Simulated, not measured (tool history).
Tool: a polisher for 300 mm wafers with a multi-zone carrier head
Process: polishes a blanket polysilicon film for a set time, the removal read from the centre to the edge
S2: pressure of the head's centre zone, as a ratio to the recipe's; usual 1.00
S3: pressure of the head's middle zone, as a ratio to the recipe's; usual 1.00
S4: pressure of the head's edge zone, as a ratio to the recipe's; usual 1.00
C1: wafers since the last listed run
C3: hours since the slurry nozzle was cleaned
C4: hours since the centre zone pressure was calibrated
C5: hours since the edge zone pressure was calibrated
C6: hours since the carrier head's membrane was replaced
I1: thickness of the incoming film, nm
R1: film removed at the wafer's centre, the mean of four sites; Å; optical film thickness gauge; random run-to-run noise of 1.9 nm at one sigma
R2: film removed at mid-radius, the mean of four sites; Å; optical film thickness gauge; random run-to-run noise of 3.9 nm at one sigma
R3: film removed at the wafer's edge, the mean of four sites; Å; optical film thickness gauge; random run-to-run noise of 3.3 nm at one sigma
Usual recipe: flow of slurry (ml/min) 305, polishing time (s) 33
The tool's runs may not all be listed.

Run 1, hour 0.0: usual settings; C1 0; wafers polished on this pad 921; C3 110.2; C4 142.7; C5 71.1; C6 33.2; I1 1283.7. Result: R1 2601 Å, R2 2606 Å, R3 2680 Å.
Run 2, hour 12.3: usual settings; C1 136; wafers polished on this pad 1057; C3 122.5; C4 155.0; C5 83.4; C6 45.5; I1 1278.2. Result: R1 2589 Å, R2 2677 Å, R3 2606 Å.
Run 3, hour 47.9: usual settings but S3 1.03; C1 395; wafers polished on this pad 1453; C3 158.1; C4 190.6; C5 119.0; C6 81.1; I1 1259.9. Result: R1 2576 Å, R2 2747 Å, R3 2621 Å.
Run 4, hour 81.6: usual settings but S4 1.06; C1 374; wafers polished on this pad 1827; C3 191.8; C4 224.3; C5 152.7; C6 114.8; I1 1256.3. Result: R1 2544 Å, R2 2589 Å, R3 2646 Å.
Run 5, hour 103.0: usual settings but flow of slurry (ml/min) 350, S3 0.94; C1 237; wafers polished on this pad 2064; C3 213.2; C4 245.7; C5 174.1; C6 136.2; I1 1286.9. Result: R1 2616 Å, R2 2517 Å, R3 2665 Å.
Run 6, hour 131.3: usual settings; C1 314; wafers polished on this pad 2378; C3 241.5; C4 274.0; C5 202.4; C6 164.5; I1 1270.8. Result: R1 2497 Å, R2 2609 Å, R3 2549 Å.
At hour 139.1: worn pad replaced by a new one.
Run 7, hour 145.0: usual settings but flow of slurry (ml/min) 365, S3 1.07; C1 107; wafers polished on this pad 65; C3 255.2; C4 287.7; C5 216.1; C6 178.2; I1 1267.1. Result: R1 2565 Å, R2 2873 Å, R3 2626 Å.
Run 8, hour 157.4: usual settings but flow of slurry (ml/min) 230, S4 1.09; C1 137; wafers polished on this pad 203; C3 267.6; C4 300.1; C5 228.5; C6 190.6; I1 1279.3. Result: R1 2399 Å, R2 2510 Å, R3 2658 Å.
Run 9, hour 187.7: usual settings but S2 0.91, S3 0.88; C1 336; wafers polished on this pad 539; C3 297.9; C4 330.4; C5 258.8; C6 220.9; I1 1272.0. Result: R1 2274 Å, R2 2338 Å, R3 2607 Å.
Run 10, hour 205.2: usual settings; C1 194; wafers polished on this pad 733; C3 315.4; C4 347.9; C5 276.3; C6 238.4; I1 1289.9. Result: R1 2490 Å, R2 2601 Å, R3 2627 Å.
Run 11, hour 221.5: usual settings but polishing time (s) 24; C1 180; wafers polished on this pad 914; C3 331.7; C4 364.2; C5 292.6; C6 254.7; I1 1284.1. Result: R1 1810 Å, R2 1843 Å, R3 1851 Å.
Run 12, hour 249.7: usual settings but S2 0.96, polishing time (s) 22; C1 313; wafers polished on this pad 1227; C3 359.9; C4 392.4; C5 320.8; C6 282.9; I1 1262.7. Result: R1 1569 Å, R2 1763 Å, R3 1720 Å.
Run 13, hour 267.6: usual settings but flow of slurry (ml/min) 365, S4 1.05, polishing time (s) 39; C1 198; wafers polished on this pad 1426; C3 377.8; C4 410.3; C5 338.7; C6 300.8; I1 1266.7. Result: R1 3010 Å, R2 3175 Å, R3 3246 Å.
At hour 289.1: slurry nozzle cleaned.
Run 14, hour 292.7: usual settings but S4 1.06, polishing time (s) 40; C1 267; wafers polished on this pad 1694; C3 3.6; C4 435.4; C5 363.8; C6 325.9; I1 1277.4. Result: R1 3012 Å, R2 3295 Å, R3 3301 Å.
Run 15, hour 307.8: usual settings; C1 167; wafers polished on this pad 1861; C3 18.7; C4 450.5; C5 378.9; C6 341.0; I1 1260.5. Result: R1 2492 Å, R2 2653 Å, R3 2592 Å.
Run 16, hour 323.7: usual settings but flow of slurry (ml/min) 250, S3 0.88, S4 0.90, polishing time (s) 24; C1 176; wafers polished on this pad 2038; C3 34.6; C4 466.4; C5 394.8; C6 356.9; I1 1261.1. Result: R1 1771 Å, R2 1683 Å, R3 1770 Å.
At hour 345.3: worn pad replaced by a new one.
Run 17, hour 345.8: usual settings but S4 0.93; C1 200; wafers polished on this pad 6; C3 56.7; C4 488.5; C5 416.9; C6 379.0; I1 1260.7. Result: R1 2453 Å, R2 2672 Å, R3 2527 Å.
At hour 365.7: centre zone pressure recalibrated.
Run 18, hour 369.1: usual settings but S4 1.06, polishing time (s) 24; C1 236; wafers polished on this pad 242; C3 80.0; C4 3.4; C5 440.2; C6 402.3; I1 1291.8. Result: R1 1899 Å, R2 1998 Å, R3 1975 Å.
Run 19, hour 387.3: usual settings but S2 1.05; C1 202; wafers polished on this pad 444; C3 98.2; C4 21.6; C5 458.4; C6 420.5; I1 1272.2. Result: R1 2744 Å, R2 2642 Å, R3 2601 Å.
Run 20, hour 408.8: usual settings; C1 238; wafers polished on this pad 683; C3 119.7; C4 43.1; C5 479.9; C6 442.0; I1 1287.6. Result: R1 2653 Å, R2 2573 Å, R3 2615 Å.
Run 21, hour 428.9: usual settings but flow of slurry (ml/min) 215, S3 1.07, S4 1.06; C1 223; wafers polished on this pad 906; C3 139.8; C4 63.2; C5 500.0; C6 462.1; I1 1272.9. Result: R1 2455 Å, R2 2663 Å, R3 2568 Å.
Run 22, hour 465.5: usual settings but S4 0.91; C1 406; wafers polished on this pad 1312; C3 176.4; C4 99.8; C5 536.6; C6 498.7; I1 1252.3. Result: R1 2600 Å, R2 2704 Å, R3 2476 Å.
At hour 482.0: edge zone pressure recalibrated.
Run 23, hour 490.5: usual settings; C1 255; wafers polished on this pad 1568; C3 201.4; C4 124.8; C5 8.5; C6 523.7; I1 1271.2. Result: R1 2580 Å, R2 2659 Å, R3 2612 Å.

Forecast each of these 3 alternatives for the next run:
Run A, hour 490.9: usual settings; C1 4; wafers polished on this pad 1572; C3 201.8; C4 125.2; C5 8.9; C6 524.1; I1 1262.5. Result: R1 ?, R2 ?, R3 ?.
Run B, hour 490.9: usual settings but S4 0.93, polishing time (s) 36; C1 4; wafers polished on this pad 1572; C3 201.8; C4 125.2; C5 8.9; C6 524.1; I1 1262.5. Result: R1 ?, R2 ?, R3 ?.
Run C, hour 490.9: usual settings but S2 0.88, polishing time (s) 39; C1 4; wafers polished on this pad 1572; C3 201.8; C4 125.2; C5 8.9; C6 524.1; I1 1262.5. Result: R1 ?, R2 ?, R3 ?.

run    R1    R2    R3
  A  2588  2625  2623
  B  2823  2864  2765
  C  2689  3104  3100
With no hidden state in the tool, these same runs would have given:
run    R1    R2    R3
  A  2691  2705  2684
  B  2936  2952  2829
  C  2796  3199  3172

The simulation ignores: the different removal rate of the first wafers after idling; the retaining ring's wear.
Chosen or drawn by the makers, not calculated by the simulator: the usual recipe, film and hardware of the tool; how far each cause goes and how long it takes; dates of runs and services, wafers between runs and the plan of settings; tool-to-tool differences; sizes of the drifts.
